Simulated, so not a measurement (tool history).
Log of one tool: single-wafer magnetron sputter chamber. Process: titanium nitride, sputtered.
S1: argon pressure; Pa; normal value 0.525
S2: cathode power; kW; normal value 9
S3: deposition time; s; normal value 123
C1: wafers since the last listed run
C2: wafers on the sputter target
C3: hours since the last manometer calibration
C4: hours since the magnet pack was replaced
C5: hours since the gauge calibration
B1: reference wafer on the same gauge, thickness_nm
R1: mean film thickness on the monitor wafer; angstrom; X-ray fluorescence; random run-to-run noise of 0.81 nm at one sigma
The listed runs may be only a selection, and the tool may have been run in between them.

run	hour	S1	S2	S3	C1	C2	C3	C4	C5	B1	R1
1	0	0.525	9	123	0	6600	728.6	7082.2	411.2	200.028	1807.39
# hour 20: sputter target and shields replaced
2	36.2	0.525	10.1	123	326	187	764.8	7118.4	447.4	200.162	2148.93
# hour 81.6: gauge calibrated
3	92.9	0.525	10.1	123	656	843	821.5	7175.1	11.3	200.01	2123.06
4	154	0.525	9	123	707	1551	882.6	7236.2	72.4	199.844	1886.23
5	225.4	0.525	7.2	123	826	2378	954	7307.6	143.8	200.162	1514.97
6	251.7	0.525	10.3	123	304	2682	980.3	7333.9	170.1	199.982	2149.03
7	288.4	0.691	9	123	424	3107	1017	7370.6	206.8	200.065	1792.99
8	350.4	0.691	9	123	717	3825	1079	7432.6	268.8	199.954	1785.97
9	376.9	0.691	9	123	306	4132	1105.5	7459.1	295.3	199.886	1772.02
10	420.7	0.525	9	123	507	4639	1149.3	7502.9	339.1	199.92	1862.14
11	489.8	0.525	9	123	800	5439	1218.4	7572	408.2	199.85	1837.7
12	531.5	0.525	9	143	482	5922	1260.1	7613.7	449.9	199.913	2122.59
# hour 567: gauge calibrated
# hour 576.3: sputter target and shields replaced
13	585.3	0.412	9	137	530	104	1313.9	7667.5	18.3	200.086	2169.36
# hour 594.3: capacitance manometer re-zeroed and calibrated
# hour 631.8: magnet pack replaced
14	657.2	0.391	9	123	647	751	62.9	25.4	90.2	199.75	1948.77
15	727	0.525	10.25	123	808	1559	132.7	95.2	160	199.927	2142.8
16	760	0.601	9	123	382	1941	165.7	128.2	193	200.23	1843.42
17	796.2	0.525	9	123	419	2360	201.9	164.4	229.2	199.81	1866.49
18	844.9	0.671	10.15	144	563	2924	250.6	213.1	277.9	200.048	2342.22
19	903.3	0.355	9	106	676	3601	309	271.5	336.3	200.178	1638.05

For each run, the measured value with the value that run would have given without the tool's hidden condition subtracted. The run-to-run variation is shared by both, the gauge scatter possibly not:
Hidden conditions of the tool in this case: deposition rate above that of a new target (%); true argon pressure above the setpoint (%); gauge reads high (%).
run	R1
1	-109.92
2	-7.76
3	-18.48
4	-26.87
5	-31.51
6	-49.92
7	-47.77
8	-57.99
9	-61.99
10	-72.92
11	-84.2
12	-105.86
13	-21.08
14	-31.69
15	-48.62
16	-47.49
17	-54.4
18	-79.03
19	-64.38

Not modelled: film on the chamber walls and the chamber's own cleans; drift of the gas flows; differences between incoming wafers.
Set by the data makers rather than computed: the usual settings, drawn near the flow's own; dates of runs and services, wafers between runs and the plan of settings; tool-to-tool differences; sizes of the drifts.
